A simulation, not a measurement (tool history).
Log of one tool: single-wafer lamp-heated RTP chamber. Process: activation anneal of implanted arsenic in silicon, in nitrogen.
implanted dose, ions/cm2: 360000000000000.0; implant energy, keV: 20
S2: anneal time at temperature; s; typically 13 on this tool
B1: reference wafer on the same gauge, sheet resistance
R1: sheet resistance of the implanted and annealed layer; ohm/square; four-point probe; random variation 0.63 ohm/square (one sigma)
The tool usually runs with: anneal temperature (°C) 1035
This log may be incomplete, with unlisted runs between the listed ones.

run 1 hour=0.0 | anneal_temperature_(°C)=1035 S2=9 | B1=221.96 | R1=234.35
-- hour=27.4 pyrometer window cleaned and pyrometer calibrated
run 2 hour=65.8 | anneal_temperature_(°C)=1054 S2=13 | B1=222.06 | R1=230.20
run 3 hour=161.2 | anneal_temperature_(°C)=1054 S2=13 | B1=221.85 | R1=228.86
run 4 hour=250.4 | anneal_temperature_(°C)=1054 S2=13 | B1=222.08 | R1=229.61
run 5 hour=313.4 | anneal_temperature_(°C)=1035 S2=16 | B1=222.07 | R1=231.38
run 6 hour=395.8 | anneal_temperature_(°C)=1035 S2=16 | B1=221.96 | R1=232.22
run 7 hour=482.1 | anneal_temperature_(°C)=1035 S2=13 | B1=222.07 | R1=232.52
run 8 hour=540.7 | anneal_temperature_(°C)=1035 S2=13 | B1=222.09 | R1=232.43
run 9 hour=614.6 | anneal_temperature_(°C)=1035 S2=13 | B1=222.11 | R1=232.86
-- hour=669.6 pyrometer window cleaned and pyrometer calibrated
run 10 hour=670.1 | anneal_temperature_(°C)=1035 S2=13 | B1=222.00 | R1=232.41
run 11 hour=743.0 | anneal_temperature_(°C)=1035 S2=13 | B1=221.97 | R1=232.30
run 12 hour=805.4 | anneal_temperature_(°C)=1045 S2=13 | B1=221.99 | R1=231.15
run 13 hour=844.1 | anneal_temperature_(°C)=1021 S2=18 | B1=222.12 | R1=232.78
run 14 hour=922.6 | anneal_temperature_(°C)=1035 S2=13 | B1=221.86 | R1=232.36
-- hour=960.7 gauge calibrated
run 15 hour=1015.5 | anneal_temperature_(°C)=1059 S2=6 | B1=222.03 | R1=233.90
run 16 hour=1102.5 | anneal_temperature_(°C)=1035 S2=10 | B1=221.99 | R1=234.48
run 17 hour=1139.9 | anneal_temperature_(°C)=1063 S2=10 | B1=221.88 | R1=231.11
run 18 hour=1207.6 | anneal_temperature_(°C)=1005 S2=11 | B1=221.92 | R1=236.24
run 19 hour=1286.4 | anneal_temperature_(°C)=1025 S2=17 | B1=222.20 | R1=232.22
-- hour=1399.2 pyrometer window cleaned and pyrometer calibrated
-- hour=1426.3 reflector plate cleaned
run 20 hour=1456.8 | anneal_temperature_(°C)=1057 S2=21 | B1=222.08 | R1=226.25
run 21 hour=1522.8 | anneal_temperature_(°C)=1062 S2=19 | B1=221.92 | R1=226.53
run 22 hour=1737.1 | anneal_temperature_(°C)=1044 S2=19 | B1=221.97 | R1=229.72
run 23 hour=1895.1 | anneal_temperature_(°C)=1044 S2=19 | B1=222.05 | R1=228.74

Here are 4 independent what-if runs from the current tool condition. What would each one return?
run A hour=1895.5 | anneal_temperature_(°C)=1043 S2=13 | B1=? | R1=?
run B hour=1895.5 | anneal_temperature_(°C)=1009 S2=16 | B1=? | R1=?
run C hour=1895.5 | anneal_temperature_(°C)=1035 S2=7 | B1=? | R1=?
run D hour=1895.5 | anneal_temperature_(°C)=1017 S2=13 | B1=? | R1=?

run=A B1=222.05 R1=231.53
run=B B1=222.05 R1=234.05
run=C B1=222.05 R1=235.13
run=D B1=222.05 R1=234.20
Had the tool no hidden state, the same runs would have come out as:
run=A R1=231.53
run=B R1=234.05
run=C R1=235.13
run=D R1=234.20
